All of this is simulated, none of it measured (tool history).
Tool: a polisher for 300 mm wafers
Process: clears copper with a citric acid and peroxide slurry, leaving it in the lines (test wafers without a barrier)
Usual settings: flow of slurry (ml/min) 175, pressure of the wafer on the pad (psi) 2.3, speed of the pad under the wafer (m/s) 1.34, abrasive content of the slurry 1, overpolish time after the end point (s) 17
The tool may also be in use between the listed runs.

| run | day | flow of slurry (ml/min) | pressure of the wafer on the pad (psi) | speed of the pad under the wafer (m/s) | abrasive content of the slurry | overpolish time after the end point (s) | incoming thickness of the incoming film, nm | time until the end point was called (s) | dishing of a wide line in a test structure (angstrom) |
|---|---|---|---|---|---|---|---|---|---|
| 1 | 0 | 175 | 2.3 | 1.34 | 1 | 17 | 183.4 | 72 | 340 |
| 2 | 3.138 | 175 | 2.3 | 1.34 | 1 | 17 | 184.3 | 70.3 | 337 |
| 3 | 6.775 | 175 | 3.1 | 1.34 | 1 | 23 | 183.1 | 52.1 | 570 |
|  | 8.283 | slurry blender recalibrated |
| 4 | 9.467 | 130 | 1.5 | 1.34 | 0.85 | 17 | 185.6 | 121.9 | 207 |
| 5 | 13.879 | 175 | 2.3 | 1.34 | 1 | 17 | 185.6 | 72.4 | 336 |
| 6 | 18.067 | 235 | 2.3 | 1.34 | 1 | 17 | 182.1 | 68 | 347 |
| 7 | 19.946 | 205 | 2.3 | 0.98 | 1 | 13 | 187.6 | 89.9 | 223 |
| 8 | 21.542 | 175 | 2.3 | 1.34 | 1 | 17 | 183.5 | 72.8 | 321 |
| 9 | 24.146 | 175 | 2.3 | 1.34 | 1 | 17 | 186.2 | 76.2 | 318 |
| 10 | 25.754 | 175 | 2.3 | 1.34 | 1 | 17 | 184.6 | 77 | 317 |
|  | 26.725 | slurry nozzle cleaned |
| 11 | 27.312 | 175 | 2.9 | 1.34 | 0.9 | 25 | 188 | 57.6 | 559 |
|  | 30.129 | worn pad replaced by a new one |
| 12 | 30.896 | 115 | 1.6 | 1.04 | 0.9 | 17 | 188 | 133.4 | 202 |
| 13 | 36.904 | 175 | 2.3 | 1.34 | 1 | 17 | 183.1 | 70.1 | 337 |
| 14 | 40.271 | 175 | 2.3 | 1.34 | 1 | 17 | 186.2 | 72.1 | 351 |
|  | 40.95 | head pressure recalibrated |
| 15 | 41.779 | 155 | 2.7 | 1.34 | 1 | 17 | 183.2 | 59.9 | 406 |
|  | 44.038 | slurry blender recalibrated |
| 16 | 47.004 | 175 | 2.3 | 1.34 | 1 | 17 | 182.7 | 71.8 | 348 |
| 17 | 50.754 | 120 | 2.3 | 1.34 | 1 | 17 | 187.2 | 77.5 | 334 |
| 18 | 52.638 | 235 | 2.3 | 1.34 | 1 | 17 | 183.6 | 69.9 | 342 |
|  | 54 | slurry nozzle cleaned |
| 19 | 55.712 | 175 | 2.3 | 1.08 | 1 | 17 | 186.2 | 81.2 | 286 |
| 20 | 59.767 | 175 | 2.3 | 1.34 | 1 | 17 | 183.8 | 69.4 | 335 |
| 21 | 61.908 | 175 | 2.7 | 1.34 | 1 | 24 | 185.3 | 60.4 | 517 |
|  | 62.125 | worn pad replaced by a new one |
| 22 | 66.133 | 175 | 2.3 | 1.34 | 0.85 | 17 | 184.4 | 72.7 | 347 |
| 23 | 69.683 | 175 | 2.3 | 1.34 | 0.8 | 17 | 189.3 | 75.4 | 326 |

Forecast run 24:
|  | 72.662 | slurry blender recalibrated |
| 24 | 73.75 | 175 | 2.3 | 1.34 | 1.1 | 8 | 182.4 | ? | ? |

{"run 24": {"time until the end point was called (s)": 69.3, "dishing of a wide line in a test structure (angstrom)": 175}}
Without the tool's hidden state the same run would have given time until the end point was called (s) 67.4, dishing of a wide line in a test structure (angstrom) 180.
